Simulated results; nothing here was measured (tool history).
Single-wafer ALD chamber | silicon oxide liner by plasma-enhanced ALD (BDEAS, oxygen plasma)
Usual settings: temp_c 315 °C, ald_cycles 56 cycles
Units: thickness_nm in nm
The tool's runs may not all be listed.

run   hour  temp_c  ald_cycles  wafers since the last listed run  hours since the last thermocouple change  hours since the gauge calibration  read-back reference wafer on the same gauge, thickness_nm  thickness_nm
  1    0.0     326          65                                 0                                    3008.8                              156.8                                                      5.757         5.882
  2   29.0     326          65                               183                                    3037.8                              185.8                                                      5.752         5.902
  3   53.0     315          56                               151                                    3061.8                              209.8                                                      5.753         5.152
  4   65.2     315          56                                77                                    3074.0                              222.0                                                      5.746         5.138
  5   94.4     315          48                               184                                    3103.2                              251.2                                                      5.737         4.421
  6  122.1     315          48                               175                                    3130.9                              278.9                                                      5.730         4.410
     131.0  -- thermocouple changed; heater temperature recalibrated
  7  190.6     315          48                               382                                      59.6                              347.4                                                      5.704         4.401
  8  222.7     324          46                               202                                      91.7                              379.5                                                      5.693         4.133
     230.2  -- gauge calibrated
  9  240.4     323          50                               111                                     109.4                               10.2                                                      5.808         4.596
 10  269.6     302          56                               184                                     138.6                               39.4                                                      5.801         5.312
 11  289.4     328          66                               125                                     158.4                               59.2                                                      5.799         5.998
 12  315.6     306          49                               165                                     184.6                               85.4                                                      5.799         4.614
 13  347.6     315          56                               202                                     216.6                              117.4                                                      5.800         5.186
 14  373.8     311          52                               165                                     242.8                              143.6                                                      5.791         4.861

3 ways to go on from here, each from the tool as it stands after run 14. What would each give?
  A  374.3     322          56                                 3                                     243.3                              144.1                                                          ?             ?
  B  374.3     309          60                                 3                                     243.3                              144.1                                                          ?             ?
  C  374.3     330          46                                 3                                     243.3                              144.1                                                          ?             ?

run  read-back reference wafer on the same gauge, thickness_nm  thickness_nm
  A                                                      5.789         5.141
  B                                                      5.789         5.626
  C                                                      5.789         4.167
Without the tool's hidden state the same runs would have given:
run  thickness_nm
  A         5.140
  B         5.625
  C         4.167
